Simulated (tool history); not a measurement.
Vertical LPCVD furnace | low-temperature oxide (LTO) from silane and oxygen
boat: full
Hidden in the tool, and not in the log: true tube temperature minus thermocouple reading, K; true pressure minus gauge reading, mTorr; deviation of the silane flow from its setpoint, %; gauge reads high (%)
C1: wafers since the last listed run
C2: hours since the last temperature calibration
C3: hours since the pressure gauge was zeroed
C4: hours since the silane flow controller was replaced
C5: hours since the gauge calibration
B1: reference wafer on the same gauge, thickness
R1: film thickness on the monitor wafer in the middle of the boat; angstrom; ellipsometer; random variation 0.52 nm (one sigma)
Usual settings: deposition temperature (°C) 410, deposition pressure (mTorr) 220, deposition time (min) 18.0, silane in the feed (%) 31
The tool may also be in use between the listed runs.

Run 1, hour 0.0: usual settings; C1 0; C2 1832.9; C3 2926.2; C4 5920.0; C5 146.4; B1 124.01. Result: R1 1398.8 angstrom.
At hour 7.0: gauge calibrated.
Run 2, hour 11.2: usual settings; C1 156; C2 1844.1; C3 2937.4; C4 5931.2; C5 4.2; B1 124.04. Result: R1 1395.3 angstrom.
Run 3, hour 19.4: usual settings; C1 114; C2 1852.3; C3 2945.6; C4 5939.4; C5 12.4; B1 123.96. Result: R1 1403.4 angstrom.
Run 4, hour 30.6: usual settings but deposition temperature (°C) 400, silane in the feed (%) 33; C1 156; C2 1863.5; C3 2956.8; C4 5950.6; C5 23.6; B1 123.90. Result: R1 1360.1 angstrom.
Run 5, hour 47.7: usual settings but deposition temperature (°C) 400, silane in the feed (%) 33; C1 238; C2 1880.6; C3 2973.9; C4 5967.7; C5 40.7; B1 123.97. Result: R1 1370.0 angstrom.
Run 6, hour 69.9: usual settings but deposition temperature (°C) 400, silane in the feed (%) 33; C1 310; C2 1902.8; C3 2996.1; C4 5989.9; C5 62.9; B1 123.93. Result: R1 1368.1 angstrom.
At hour 106.4: thermocouples replaced and temperature profile calibrated.
At hour 107.0: silane flow controller replaced.
At hour 110.8: pressure gauge zeroed.
Run 7, hour 111.3: usual settings but deposition temperature (°C) 419, deposition time (min) 15.0; C1 181; C2 4.9; C3 0.5; C4 4.3; C5 104.3; B1 123.93. Result: R1 1299.4 angstrom.
Run 8, hour 115.9: usual settings but deposition temperature (°C) 419, deposition time (min) 15.0; C1 64; C2 9.5; C3 5.1; C4 8.9; C5 108.9; B1 123.95. Result: R1 1285.2 angstrom.
Run 9, hour 120.5: usual settings but deposition pressure (mTorr) 165, silane in the feed (%) 34; C1 64; C2 14.1; C3 9.7; C4 13.5; C5 113.5; B1 123.97. Result: R1 1203.4 angstrom.
Run 10, hour 125.1: usual settings but deposition temperature (°C) 417, deposition time (min) 22.5, silane in the feed (%) 34; C1 64; C2 18.7; C3 14.3; C4 18.1; C5 118.1; B1 123.86. Result: R1 2156.8 angstrom.
Run 11, hour 141.1: usual settings but deposition temperature (°C) 420, deposition pressure (mTorr) 195, silane in the feed (%) 29; C1 223; C2 34.7; C3 30.3; C4 34.1; C5 134.1; B1 124.02. Result: R1 1273.7 angstrom.
Run 12, hour 150.8: usual settings but deposition time (min) 23.0; C1 135; C2 44.4; C3 40.0; C4 43.8; C5 143.8; B1 123.99. Result: R1 1806.6 angstrom.
At hour 180.5: gauge calibrated.
Run 13, hour 196.8: usual settings but deposition temperature (°C) 421, deposition pressure (mTorr) 255, deposition time (min) 22.5, silane in the feed (%) 35; C1 642; C2 90.4; C3 86.0; C4 89.8; C5 16.3; B1 123.92. Result: R1 2701.0 angstrom.
Run 14, hour 209.2: usual settings but deposition pressure (mTorr) 165, deposition time (min) 24.5; C1 173; C2 102.8; C3 98.4; C4 102.2; C5 28.7; B1 124.01. Result: R1 1435.6 angstrom.
Run 15, hour 216.1: usual settings; C1 96; C2 109.7; C3 105.3; C4 109.1; C5 35.6; B1 123.91. Result: R1 1408.5 angstrom.
Run 16, hour 225.5: usual settings; C1 131; C2 119.1; C3 114.7; C4 118.5; C5 45.0; B1 124.03. Result: R1 1405.0 angstrom.
Run 17, hour 239.4: usual settings but deposition pressure (mTorr) 235; C1 194; C2 133.0; C3 128.6; C4 132.4; C5 58.9; B1 123.97. Result: R1 1503.1 angstrom.

Forecast each of these 3 alternatives for the next run:
Run A, hour 244.1: usual settings but silane in the feed (%) 28; C1 65; C2 137.7; C3 133.3; C4 137.1; C5 63.6; B1 ?. Result: R1 ?.
Run B, hour 244.1: usual settings but deposition pressure (mTorr) 185; C1 65; C2 137.7; C3 133.3; C4 137.1; C5 63.6; B1 ?. Result: R1 ?.
Run C, hour 244.1: usual settings but deposition temperature (°C) 417, deposition pressure (mTorr) 240, silane in the feed (%) 27; C1 65; C2 137.7; C3 133.3; C4 137.1; C5 63.6; B1 ?. Result: R1 ?.

run      B1      R1
  A  124.05  1219.2
  B  124.05  1188.1
  C  124.05  1366.0
Without the tool's hidden state the same runs would have given:
run      R1
  A  1219.2
  B  1188.1
  C  1366.0

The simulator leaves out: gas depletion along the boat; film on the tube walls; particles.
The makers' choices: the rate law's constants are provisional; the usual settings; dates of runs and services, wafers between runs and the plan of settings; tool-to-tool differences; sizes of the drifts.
